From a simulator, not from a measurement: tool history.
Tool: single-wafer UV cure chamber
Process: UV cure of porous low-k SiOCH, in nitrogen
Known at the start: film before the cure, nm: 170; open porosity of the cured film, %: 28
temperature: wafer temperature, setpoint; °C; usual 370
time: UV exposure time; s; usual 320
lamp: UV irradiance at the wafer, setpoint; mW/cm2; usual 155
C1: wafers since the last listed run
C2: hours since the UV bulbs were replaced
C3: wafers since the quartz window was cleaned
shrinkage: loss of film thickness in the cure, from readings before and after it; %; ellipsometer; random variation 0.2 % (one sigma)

{"run": 1, "day": 0.0, "temperature": 370, "time": 320, "lamp": 155, "C1": 0, "C2": 624.8, "C3": 2875, "shrinkage": 16.271}
{"run": 2, "day": 0.604, "temperature": 370, "time": 320, "lamp": 155, "C1": 78, "C2": 639.3, "C3": 2953, "shrinkage": 16.027}
{"run": 3, "day": 1.196, "temperature": 370, "time": 320, "lamp": 155, "C1": 76, "C2": 653.5, "C3": 3030, "shrinkage": 15.959}
{"run": 4, "day": 1.812, "temperature": 360, "time": 320, "lamp": 155, "C1": 80, "C2": 668.3, "C3": 3110, "shrinkage": 15.765}
{"run": 5, "day": 2.488, "temperature": 360, "time": 320, "lamp": 155, "C1": 87, "C2": 684.5, "C3": 3198, "shrinkage": 16.325}
{"run": 6, "day": 4.288, "temperature": 370, "time": 320, "lamp": 155, "C1": 233, "C2": 727.7, "C3": 3431, "shrinkage": 16.034}
{"run": 7, "day": 4.579, "temperature": 370, "time": 320, "lamp": 155, "C1": 37, "C2": 734.7, "C3": 3469, "shrinkage": 16.342}
{"run": 8, "day": 5.179, "temperature": 380, "time": 320, "lamp": 176, "C1": 77, "C2": 749.1, "C3": 3547, "shrinkage": 16.849}
{"run": 9, "day": 5.888, "temperature": 380, "time": 320, "lamp": 176, "C1": 91, "C2": 766.1, "C3": 3639, "shrinkage": 16.966}
{"day": 6.367, "done": "UV bulbs replaced"}
{"day": 6.871, "done": "quartz window cleaned"}
{"run": 10, "day": 6.892, "temperature": 370, "time": 375, "lamp": 155, "C1": 43, "C2": 12.6, "C3": 2, "shrinkage": 18.457}
{"run": 11, "day": 7.833, "temperature": 370, "time": 320, "lamp": 155, "C1": 122, "C2": 35.2, "C3": 124, "shrinkage": 17.574}
{"run": 12, "day": 8.308, "temperature": 360, "time": 320, "lamp": 155, "C1": 61, "C2": 46.6, "C3": 186, "shrinkage": 16.839}
{"run": 13, "day": 8.75, "temperature": 370, "time": 320, "lamp": 155, "C1": 57, "C2": 57.2, "C3": 243, "shrinkage": 17.054}
{"run": 14, "day": 9.317, "temperature": 370, "time": 320, "lamp": 155, "C1": 73, "C2": 70.8, "C3": 317, "shrinkage": 17.081}
{"run": 15, "day": 10.054, "temperature": 387, "time": 320, "lamp": 193, "C1": 95, "C2": 88.5, "C3": 412, "shrinkage": 19.104}
{"run": 16, "day": 10.721, "temperature": 370, "time": 370, "lamp": 185, "C1": 86, "C2": 104.5, "C3": 499, "shrinkage": 18.865}
{"run": 17, "day": 11.367, "temperature": 352, "time": 400, "lamp": 191, "C1": 83, "C2": 120, "C3": 583, "shrinkage": 19.13}
{"run": 18, "day": 11.892, "temperature": 370, "time": 320, "lamp": 155, "C1": 68, "C2": 132.6, "C3": 651, "shrinkage": 16.86}
{"run": 19, "day": 12.162, "temperature": 380, "time": 380, "lamp": 137, "C1": 35, "C2": 139.1, "C3": 686, "shrinkage": 17.505}
{"run": 20, "day": 12.825, "temperature": 370, "time": 150, "lamp": 155, "C1": 85, "C2": 155, "C3": 772, "shrinkage": 12.972}
{"run": 21, "day": 14.433, "temperature": 370, "time": 320, "lamp": 170, "C1": 208, "C2": 193.6, "C3": 981, "shrinkage": 17.235}
{"run": 22, "day": 14.967, "temperature": 356, "time": 320, "lamp": 124, "C1": 69, "C2": 206.4, "C3": 1050, "shrinkage": 15.269}
{"run": 23, "day": 15.438, "temperature": 380, "time": 320, "lamp": 138, "C1": 61, "C2": 217.7, "C3": 1111, "shrinkage": 16.236}

3 ways to go on from here, each from the tool as it stands after run 23. What would each give?
{"run": "A", "day": 15.458, "temperature": 370, "time": 320, "lamp": 155, "C1": 2, "C2": 218.2, "C3": 1114, "shrinkage": "?"}
{"run": "B", "day": 15.458, "temperature": 370, "time": 475, "lamp": 129, "C1": 2, "C2": 218.2, "C3": 1114, "shrinkage": "?"}
{"run": "C", "day": 15.458, "temperature": 377, "time": 425, "lamp": 137, "C1": 2, "C2": 218.2, "C3": 1114, "shrinkage": "?"}

run=A shrinkage=16.631
run=B shrinkage=17.733
run=C shrinkage=17.618
Without the tool's hidden state the same runs would have given:
run=A shrinkage=17.48
run=B shrinkage=18.584
run=C shrinkage=18.47
